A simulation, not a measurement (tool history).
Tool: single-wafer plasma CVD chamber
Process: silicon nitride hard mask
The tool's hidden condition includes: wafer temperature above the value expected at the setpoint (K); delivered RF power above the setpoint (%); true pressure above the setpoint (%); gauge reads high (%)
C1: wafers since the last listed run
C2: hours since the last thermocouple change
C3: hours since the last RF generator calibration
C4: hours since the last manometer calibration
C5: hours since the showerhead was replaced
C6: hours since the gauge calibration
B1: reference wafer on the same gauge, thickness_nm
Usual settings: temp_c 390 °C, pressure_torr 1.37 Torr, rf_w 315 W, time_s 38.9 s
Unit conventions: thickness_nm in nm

run 1 hour=0 | temp_c=390 pressure_torr=1.37 rf_w=265 time_s=38.9 | C1=0 C2=731.2 C3=1657.6 C4=1789.4 C5=7388.9 C6=254.7 | B1=42.276 | thickness_nm=37.009
run 2 hour=35.4 | temp_c=390 pressure_torr=1.37 rf_w=265 time_s=38.9 | C1=1179 C2=766.6 C3=1693 C4=1824.8 C5=7424.3 C6=290.1 | B1=42.227 | thickness_nm=36.976
run 3 hour=48.3 | temp_c=390 pressure_torr=1.37 rf_w=315 time_s=38.9 | C1=429 C2=779.5 C3=1705.9 C4=1837.7 C5=7437.2 C6=303 | B1=42.157 | thickness_nm=42.123
run 4 hour=62.2 | temp_c=390 pressure_torr=1.37 rf_w=315 time_s=38.9 | C1=462 C2=793.4 C3=1719.8 C4=1851.6 C5=7451.1 C6=316.9 | B1=42.237 | thickness_nm=41.742
run 5 hour=89.5 | temp_c=390 pressure_torr=1.37 rf_w=315 time_s=38.9 | C1=909 C2=820.7 C3=1747.1 C4=1878.9 C5=7478.4 C6=344.2 | B1=42.265 | thickness_nm=41.971
run 6 hour=119.1 | temp_c=390 pressure_torr=1.37 rf_w=315 time_s=38.9 | C1=985 C2=850.3 C3=1776.7 C4=1908.5 C5=7508 C6=373.8 | B1=42.187 | thickness_nm=42.108
run 7 hour=145.6 | temp_c=390 pressure_torr=1.37 rf_w=315 time_s=38.9 | C1=882 C2=876.8 C3=1803.2 C4=1935 C5=7534.5 C6=400.3 | B1=42.178 | thickness_nm=41.682
run 8 hour=180.7 | temp_c=390 pressure_torr=1.37 rf_w=315 time_s=34.3 | C1=1169 C2=911.9 C3=1838.3 C4=1970.1 C5=7569.6 C6=435.4 | B1=42.177 | thickness_nm=36.882
run 9 hour=211.8 | temp_c=390 pressure_torr=1.37 rf_w=315 time_s=34.3 | C1=1035 C2=943 C3=1869.4 C4=2001.2 C5=7600.7 C6=466.5 | B1=42.252 | thickness_nm=37.063
run 10 hour=238.4 | temp_c=375 pressure_torr=1.37 rf_w=285 time_s=35.4 | C1=886 C2=969.6 C3=1896 C4=2027.8 C5=7627.3 C6=493.1 | B1=42.132 | thickness_nm=35.885
run 11 hour=264 | temp_c=390 pressure_torr=1.37 rf_w=315 time_s=38.9 | C1=852 C2=995.2 C3=1921.6 C4=2053.4 C5=7652.9 C6=518.7 | B1=42.293 | thickness_nm=41.643
run 12 hour=296.2 | temp_c=390 pressure_torr=1.37 rf_w=290 time_s=43.9 | C1=1072 C2=1027.4 C3=1953.8 C4=2085.6 C5=7685.1 C6=550.9 | B1=42.219 | thickness_nm=44.747
-- hour=327 capacitance manometer re-zeroed and calibrated
-- hour=340.6 RF generator calibrated
-- hour=395 thermocouple changed; heater temperature recalibrated
run 13 hour=401.6 | temp_c=390 pressure_torr=1.37 rf_w=315 time_s=38.9 | C1=2711 C2=6.6 C3=61 C4=74.6 C5=7790.5 C6=656.3 | B1=42.147 | thickness_nm=43.81
run 14 hour=415 | temp_c=390 pressure_torr=1.37 rf_w=315 time_s=38.9 | C1=446 C2=20 C3=74.4 C4=88 C5=7803.9 C6=669.7 | B1=42.216 | thickness_nm=44.132
run 15 hour=436 | temp_c=390 pressure_torr=1.57 rf_w=285 time_s=43.5 | C1=699 C2=41 C3=95.4 C4=109 C5=7824.9 C6=690.7 | B1=42.213 | thickness_nm=48.129
run 16 hour=456.4 | temp_c=375 pressure_torr=1.37 rf_w=315 time_s=38.9 | C1=679 C2=61.4 C3=115.8 C4=129.4 C5=7845.3 C6=711.1 | B1=42.164 | thickness_nm=44.371
-- hour=469.9 gauge calibrated
run 17 hour=490 | temp_c=395 pressure_torr=1.03 rf_w=315 time_s=32.6 | C1=1119 C2=95 C3=149.4 C4=163 C5=7878.9 C6=20.1 | B1=42.158 | thickness_nm=33.104
run 18 hour=542.5 | temp_c=381 pressure_torr=1.37 rf_w=345 time_s=38.9 | C1=1748 C2=147.5 C3=201.9 C4=215.5 C5=7931.4 C6=72.6 | B1=42.212 | thickness_nm=46.317
-- hour=566.7 showerhead replaced
run 19 hour=567.2 | temp_c=394 pressure_torr=1.19 rf_w=280 time_s=41.5 | C1=556 C2=172.2 C3=226.6 C4=240.2 C5=0.5 C6=97.3 | B1=42.229 | thickness_nm=40.894
run 20 hour=589.5 | temp_c=390 pressure_torr=1.14 rf_w=315 time_s=32 | C1=742 C2=194.5 C3=248.9 C4=262.5 C5=22.8 C6=119.6 | B1=42.157 | thickness_nm=33.515
run 21 hour=611.4 | temp_c=390 pressure_torr=1.37 rf_w=315 time_s=38.9 | C1=729 C2=216.4 C3=270.8 C4=284.4 C5=44.7 C6=141.5 | B1=42.176 | thickness_nm=43.24
run 22 hour=630.5 | temp_c=390 pressure_torr=1.37 rf_w=315 time_s=38.9 | C1=636 C2=235.5 C3=289.9 C4=303.5 C5=63.8 C6=160.6 | B1=42.121 | thickness_nm=43.515
run 23 hour=643.5 | temp_c=390 pressure_torr=1.37 rf_w=315 time_s=38.9 | C1=433 C2=248.5 C3=302.9 C4=316.5 C5=76.8 C6=173.6 | B1=42.175 | thickness_nm=43.484
run 24 hour=711.1 | temp_c=390 pressure_torr=1.37 rf_w=350 time_s=38.9 | C1=2251 C2=316.1 C3=370.5 C4=384.1 C5=144.4 C6=241.2 | B1=42.182 | thickness_nm=46.379
run 25 hour=729.7 | temp_c=390 pressure_torr=1.26 rf_w=315 time_s=44.3 | C1=619 C2=334.7 C3=389.1 C4=402.7 C5=163 C6=259.8 | B1=42.214 | thickness_nm=47.871
run 26 hour=750.7 | temp_c=390 pressure_torr=1.37 rf_w=315 time_s=38.9 | C1=699 C2=355.7 C3=410.1 C4=423.7 C5=184 C6=280.8 | B1=42.163 | thickness_nm=42.794
run 27 hour=773.7 | temp_c=400 pressure_torr=1.46 rf_w=295 time_s=45.1 | C1=766 C2=378.7 C3=433.1 C4=446.7 C5=207 C6=303.8 | B1=42.28 | thickness_nm=48.578
run 28 hour=802.6 | temp_c=390 pressure_torr=1.24 rf_w=315 time_s=38.9 | C1=962 C2=407.6 C3=462 C4=475.6 C5=235.9 C6=332.7 | B1=42.245 | thickness_nm=41.489

Each row is a separate what-if for the run after 28, all from the same tool condition, not one after another. Results?
run A hour=803 | temp_c=390 pressure_torr=1.37 rf_w=315 time_s=31.5 | C1=13 C2=408 C3=462.4 C4=476 C5=236.3 C6=333.1 | B1=? | thickness_nm=?
run B hour=803 | temp_c=377 pressure_torr=1.7 rf_w=280 time_s=38.9 | C1=13 C2=408 C3=462.4 C4=476 C5=236.3 C6=333.1 | B1=? | thickness_nm=?
run C hour=803 | temp_c=381 pressure_torr=1.27 rf_w=335 time_s=35.5 | C1=13 C2=408 C3=462.4 C4=476 C5=236.3 C6=333.1 | B1=? | thickness_nm=?
run D hour=803 | temp_c=390 pressure_torr=1.66 rf_w=335 time_s=34 | C1=13 C2=408 C3=462.4 C4=476 C5=236.3 C6=333.1 | B1=? | thickness_nm=?
run E hour=803 | temp_c=376 pressure_torr=1.37 rf_w=335 time_s=44.6 | C1=13 C2=408 C3=462.4 C4=476 C5=236.3 C6=333.1 | B1=? | thickness_nm=?

run=A B1=42.174 thickness_nm=34.588
run=B B1=42.174 thickness_nm=42.364
run=C B1=42.174 thickness_nm=39.736
run=D B1=42.174 thickness_nm=41.305
run=E B1=42.174 thickness_nm=51.309
The same runs, with their run-to-run variation unchanged, on a tool lacking any hidden condition would have given:
run=A thickness_nm=35.725
run=B thickness_nm=43.83
run=C thickness_nm=41.024
run=D thickness_nm=42.643
run=E thickness_nm=52.972

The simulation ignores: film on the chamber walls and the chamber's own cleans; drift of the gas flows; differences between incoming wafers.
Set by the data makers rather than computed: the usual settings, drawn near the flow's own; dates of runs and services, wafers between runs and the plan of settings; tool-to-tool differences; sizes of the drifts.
